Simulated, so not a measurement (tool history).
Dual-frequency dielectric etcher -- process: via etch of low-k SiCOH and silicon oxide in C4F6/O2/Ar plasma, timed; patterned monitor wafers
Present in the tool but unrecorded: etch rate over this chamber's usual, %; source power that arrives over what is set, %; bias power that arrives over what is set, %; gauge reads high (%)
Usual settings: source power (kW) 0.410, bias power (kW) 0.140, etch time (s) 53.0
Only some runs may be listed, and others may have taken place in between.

run   hour  source power (kW)  bias power (kW)  etch time (s)  wafers since the last listed run  hours since the last wet clean  hours since the last source power generator calibration  hours since the last bias power generator calibration  hours since the last upper electrode change  hours since the gauge calibration  read-back reference wafer on the same gauge, depth_nm  mean etch depth across the wafer (nm)
  1    0.0              0.440            0.140           53.0                                 0                           526.0                                                   5432.9                                                 3985.8                                       4144.5                              163.8                                                  157.8                                  146.2
  2    9.4              0.440            0.140           53.0                               109                           535.4                                                   5442.3                                                 3995.2                                       4153.9                              173.2                                                  157.9                                  147.1
  3   22.8              0.410            0.140           53.0                               155                           548.8                                                   5455.7                                                 4008.6                                       4167.3                              186.6                                                  158.4                                  143.1
      27.0  -- gauge calibrated
  4   39.5              0.410            0.140           53.0                               194                           565.5                                                   5472.4                                                 4025.3                                       4184.0                               12.5                                                  158.0                                  142.9
  5   46.6              0.410            0.140           53.0                                82                           572.6                                                   5479.5                                                 4032.4                                       4191.1                               19.6                                                  158.0                                  142.5
  6   64.1              0.410            0.140           53.0                               203                           590.1                                                   5497.0                                                 4049.9                                       4208.6                               37.1                                                  158.1                                  142.9
  7   77.9              0.410            0.140           53.0                               160                           603.9                                                   5510.8                                                 4063.7                                       4222.4                               50.9                                                  158.2                                  143.0
      99.0  -- bias power generator calibrated
  8   99.5              0.410            0.140           53.0                               204                           625.5                                                   5532.4                                                    0.5                                       4244.0                               72.5                                                  158.0                                  142.3
     123.8  -- source power generator calibrated
     130.1  -- upper electrode replaced
     153.0  -- wet clean of the chamber
  9  153.5              0.410            0.140           48.5                               242                             0.5                                                     29.7                                                   54.5                                         23.4                              126.5                                                  158.0                                  126.1
 10  153.8              0.410            0.140           48.5                                 3                             0.8                                                     30.0                                                   54.8                                         23.7                              126.8                                                  158.0                                  126.1
 11  154.1              0.310            0.140           53.0                                 3                             1.1                                                     30.3                                                   55.1                                         24.0                              127.1                                                  158.1                                  123.2
 12  154.5              0.410            0.140           48.5                                 4                             1.5                                                     30.7                                                   55.5                                         24.4                              127.5                                                  158.0                                  126.0
 13  155.6              0.360            0.140           53.0                                12                             2.6                                                     31.8                                                   56.6                                         25.5                              128.6                                                  157.8                                  131.8
 14  167.4              0.410            0.140           53.0                               137                            14.4                                                     43.6                                                   68.4                                         37.3                              140.4                                                  158.0                                  138.3
 15  199.6              0.410            0.140           53.0                               374                            46.6                                                     75.8                                                  100.6                                         69.5                              172.6                                                  158.1                                  138.4
     210.5  -- gauge calibrated
 16  216.8              0.380            0.165           68.5                               200                            63.8                                                     93.0                                                  117.8                                         86.7                                6.3                                                  158.1                                  179.1
 17  223.5              0.380            0.153           44.0                                77                            70.5                                                     99.7                                                  124.5                                         93.4                               13.0                                                  158.0                                  113.5
 18  242.8              0.440            0.155           53.0                               224                            89.8                                                    119.0                                                  143.8                                        112.7                               32.3                                                  157.9                                  144.4
 19  253.3              0.410            0.140           40.0                               122                           100.3                                                    129.5                                                  154.3                                        123.2                               42.8                                                  158.0                                  105.2
 20  266.4              0.410            0.131           53.0                               152                           113.4                                                    142.6                                                  167.4                                        136.3                               55.9                                                  158.1                                  138.3

Predict each of these 5 candidate next runs independently; none follows another, all start after run 20:
  A  266.8              0.410            0.140           53.0                                 4                           113.8                                                    143.0                                                  167.8                                        136.7                               56.3                                                      ?                                      ?
  B  266.8              0.410            0.140           47.0                                 4                           113.8                                                    143.0                                                  167.8                                        136.7                               56.3                                                      ?                                      ?
  C  266.8              0.410            0.112           53.0                                 4                           113.8                                                    143.0                                                  167.8                                        136.7                               56.3                                                      ?                                      ?
  D  266.8              0.410            0.112           38.0                                 4                           113.8                                                    143.0                                                  167.8                                        136.7                               56.3                                                      ?                                      ?
  E  266.8              0.380            0.108           53.0                                 4                           113.8                                                    143.0                                                  167.8                                        136.7                               56.3                                                      ?                                      ?

run  read-back reference wafer on the same gauge, depth_nm  mean etch depth across the wafer (nm)
  A                                                  157.9                                  140.6
  B                                                  157.9                                  124.7
  C                                                  157.9                                  136.3
  D                                                  157.9                                   97.7
  E                                                  157.9                                  131.7
The same runs, with their run-to-run variation unchanged, on a tool lacking any hidden condition would have given:
run  mean etch depth across the wafer (nm)
  A                                  137.8
  B                                  122.2
  C                                  133.6
  D                                   95.8
  E                                  129.1

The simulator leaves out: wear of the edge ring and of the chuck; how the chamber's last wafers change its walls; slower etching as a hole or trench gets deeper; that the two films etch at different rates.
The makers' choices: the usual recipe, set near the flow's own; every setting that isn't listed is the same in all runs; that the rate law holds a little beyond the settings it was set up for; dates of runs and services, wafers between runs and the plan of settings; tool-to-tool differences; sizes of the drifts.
